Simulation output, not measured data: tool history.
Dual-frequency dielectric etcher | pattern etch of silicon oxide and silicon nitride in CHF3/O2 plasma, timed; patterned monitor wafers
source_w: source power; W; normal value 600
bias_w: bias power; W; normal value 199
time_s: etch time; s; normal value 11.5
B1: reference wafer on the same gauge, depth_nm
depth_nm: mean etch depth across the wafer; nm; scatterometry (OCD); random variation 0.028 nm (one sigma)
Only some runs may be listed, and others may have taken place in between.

run 1 hour=0.0 | source_w=600 bias_w=199 time_s=10.0 | B1=20.60 | depth_nm=16.18
run 2 hour=8.1 | source_w=600 bias_w=199 time_s=10.0 | B1=20.60 | depth_nm=16.15
run 3 hour=36.6 | source_w=600 bias_w=235 time_s=11.5 | B1=20.61 | depth_nm=19.73
run 4 hour=39.8 | source_w=600 bias_w=235 time_s=11.5 | B1=20.59 | depth_nm=19.74
run 5 hour=57.7 | source_w=600 bias_w=235 time_s=11.5 | B1=20.60 | depth_nm=19.73
run 6 hour=67.3 | source_w=600 bias_w=157 time_s=14.5 | B1=20.60 | depth_nm=21.44
run 7 hour=76.6 | source_w=600 bias_w=234 time_s=14.5 | B1=20.60 | depth_nm=24.89
run 8 hour=92.2 | source_w=600 bias_w=166 time_s=11.5 | B1=20.60 | depth_nm=17.39
run 9 hour=98.9 | source_w=510 bias_w=168 time_s=11.5 | B1=20.60 | depth_nm=16.94
run 10 hour=109.1 | source_w=450 bias_w=199 time_s=13.0 | B1=20.60 | depth_nm=19.92
run 11 hour=120.8 | source_w=600 bias_w=199 time_s=11.5 | B1=20.60 | depth_nm=18.52
run 12 hour=132.3 | source_w=470 bias_w=199 time_s=11.5 | B1=20.60 | depth_nm=17.74
run 13 hour=141.1 | source_w=600 bias_w=199 time_s=10.5 | B1=20.60 | depth_nm=16.92
run 14 hour=149.3 | source_w=600 bias_w=157 time_s=14.5 | B1=20.60 | depth_nm=21.42
run 15 hour=162.9 | source_w=600 bias_w=199 time_s=15.0 | B1=20.60 | depth_nm=24.15
run 16 hour=175.9 | source_w=600 bias_w=199 time_s=8.5 | B1=20.60 | depth_nm=13.68
run 17 hour=184.7 | source_w=600 bias_w=199 time_s=12.5 | B1=20.60 | depth_nm=20.15
run 18 hour=194.7 | source_w=520 bias_w=199 time_s=14.0 | B1=20.60 | depth_nm=21.97
run 19 hour=212.4 | source_w=510 bias_w=213 time_s=13.5 | B1=20.60 | depth_nm=21.69
run 20 hour=230.0 | source_w=520 bias_w=199 time_s=11.5 | B1=20.60 | depth_nm=18.01
run 21 hour=248.0 | source_w=600 bias_w=199 time_s=11.5 | B1=20.60 | depth_nm=18.45
run 22 hour=263.4 | source_w=600 bias_w=199 time_s=11.5 | B1=20.60 | depth_nm=18.43
run 23 hour=291.2 | source_w=530 bias_w=232 time_s=10.0 | B1=20.60 | depth_nm=16.74
run 24 hour=291.5 | source_w=600 bias_w=199 time_s=10.0 | B1=20.60 | depth_nm=16.18
run 25 hour=293.0 | source_w=600 bias_w=238 time_s=10.0 | B1=20.60 | depth_nm=17.27
run 26 hour=336.7 | source_w=600 bias_w=149 time_s=11.5 | B1=20.60 | depth_nm=16.71
run 27 hour=358.1 | source_w=660 bias_w=199 time_s=8.5 | B1=20.60 | depth_nm=13.96
run 28 hour=368.7 | source_w=730 bias_w=199 time_s=11.5 | B1=20.60 | depth_nm=19.25
run 29 hour=375.4 | source_w=600 bias_w=199 time_s=11.5 | B1=20.60 | depth_nm=18.56

Taken out of this log: 5 entries between the listed runs. Where each belongs, and how the hidden state differs across it:
After run 2, before run 3: upper electrode replaced (hour 36.1)
  etch rate over this chamber's usual, %: -0.15 -> -0.21
  measured result minus the result with no hidden state, depth_nm: -0.02 -> -0.04 nm
After run 6, before run 7: bias power generator calibrated (hour 75.9)
  etch rate over this chamber's usual, %: -0.275 -> -0.294
  measured result minus the result with no hidden state, depth_nm: -0.06 -> -0.08 nm
After run 15, before run 16: gauge calibrated (hour 173.0)
  etch rate over this chamber's usual, %: -0.475 -> -0.503
  measured result minus the result with no hidden state, depth_nm: -0.11 -> -0.06 nm
After run 21, before run 22: source power generator calibrated (hour 253.0)
  etch rate over this chamber's usual, %: -0.654 -> -0.687
  measured result minus the result with no hidden state, depth_nm: -0.12 -> -0.13 nm
After run 22, before run 23: wet clean of the chamber (hour 290.7)
  etch rate over this chamber's usual, %: -0.687 -> -0.151
  measured result minus the result with no hidden state, depth_nm: -0.13 -> -0.02 nm
